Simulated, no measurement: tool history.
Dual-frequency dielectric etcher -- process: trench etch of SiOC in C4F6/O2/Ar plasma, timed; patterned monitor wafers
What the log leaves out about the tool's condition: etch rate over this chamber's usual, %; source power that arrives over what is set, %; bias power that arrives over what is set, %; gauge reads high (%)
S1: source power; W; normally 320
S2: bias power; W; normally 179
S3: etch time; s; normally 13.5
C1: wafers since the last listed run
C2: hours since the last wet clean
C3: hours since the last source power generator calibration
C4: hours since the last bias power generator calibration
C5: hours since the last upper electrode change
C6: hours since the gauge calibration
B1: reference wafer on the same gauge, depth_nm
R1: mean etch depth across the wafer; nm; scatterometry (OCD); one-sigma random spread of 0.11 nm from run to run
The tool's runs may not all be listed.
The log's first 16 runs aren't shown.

| run | hour | S1 | S2 | S3 | C1 | C2 | C3 | C4 | C5 | C6 | B1 | R1 |
|---|---|---|---|---|---|---|---|---|---|---|---|---|
| 17 | 211.3 | 390 | 158 | 13.5 | 230 | 83.2 | 125.7 | 166.9 | 46.2 | 75.9 | 24.8 | 23.48 |
| 18 | 220.6 | 320 | 207 | 17 | 163 | 92.5 | 135 | 176.2 | 55.5 | 85.2 | 24.87 | 33.75 |
| 19 | 235.4 | 320 | 179 | 13.5 | 260 | 107.3 | 149.8 | 191 | 70.3 | 100 | 24.76 | 24.26 |
| 20 | 252.2 | 290 | 135 | 9.5 | 295 | 124.1 | 166.6 | 207.8 | 87.1 | 116.8 | 24.82 | 13.01 |
| 21 | 260.8 | 320 | 179 | 13.5 | 151 | 132.7 | 175.2 | 216.4 | 95.7 | 125.4 | 24.78 | 24.18 |
| 22 | 268.4 | 270 | 198 | 10 | 133 | 140.3 | 182.8 | 224 | 103.3 | 133 | 24.81 | 18.25 |
| 23 | 279 | 270 | 142 | 17 | 186 | 150.9 | 193.4 | 234.6 | 113.9 | 143.6 | 24.74 | 24.02 |
| 24 | 286 | 370 | 211 | 11.5 | 123 | 157.9 | 200.4 | 241.6 | 120.9 | 150.6 | 24.83 | 24.03 |
| 25 | 301.4 | 320 | 179 | 13.5 | 271 | 173.3 | 215.8 | 257 | 136.3 | 166 | 24.81 | 24.47 |
| 26 | 309.6 | 370 | 179 | 15 | 144 | 181.5 | 224 | 265.2 | 144.5 | 174.2 | 24.81 | 28.06 |
| 27 | 326.8 | 320 | 211 | 13.5 | 302 | 198.7 | 241.2 | 282.4 | 161.7 | 191.4 | 24.78 | 27.23 |
| 28 | 340 | 280 | 204 | 13.5 | 232 | 211.9 | 254.4 | 295.6 | 174.9 | 204.6 | 24.77 | 25.63 |
| 29 | 352.6 | 320 | 138 | 13.5 | 221 | 224.5 | 267 | 308.2 | 187.5 | 217.2 | 24.73 | 19.55 |
| 30 | 359.7 | 250 | 163 | 13.5 | 125 | 231.6 | 274.1 | 315.3 | 194.6 | 224.3 | 24.78 | 20.95 |

Each row is a separate what-if for the run after 30, all from the same tool condition, not one after another. Results?
| A | 360.1 | 320 | 179 | 13.5 | 7 | 232 | 274.5 | 315.7 | 195 | 224.7 | ? | ? |
| B | 360.1 | 320 | 155 | 13.5 | 7 | 232 | 274.5 | 315.7 | 195 | 224.7 | ? | ? |
| C | 360.1 | 400 | 205 | 12 | 7 | 232 | 274.5 | 315.7 | 195 | 224.7 | ? | ? |
| D | 360.1 | 320 | 179 | 15.5 | 7 | 232 | 274.5 | 315.7 | 195 | 224.7 | ? | ? |

| run | B1 | R1 |
|---|---|---|
| A | 24.77 | 24.47 |
| B | 24.77 | 21.89 |
| C | 24.77 | 25.64 |
| D | 24.77 | 28.09 |
Take away the tool's hidden state, keep each run's random variation, and the runs would have read:
| run | R1 |
|---|---|
| A | 24.09 |
| B | 21.55 |
| C | 25.24 |
| D | 27.65 |
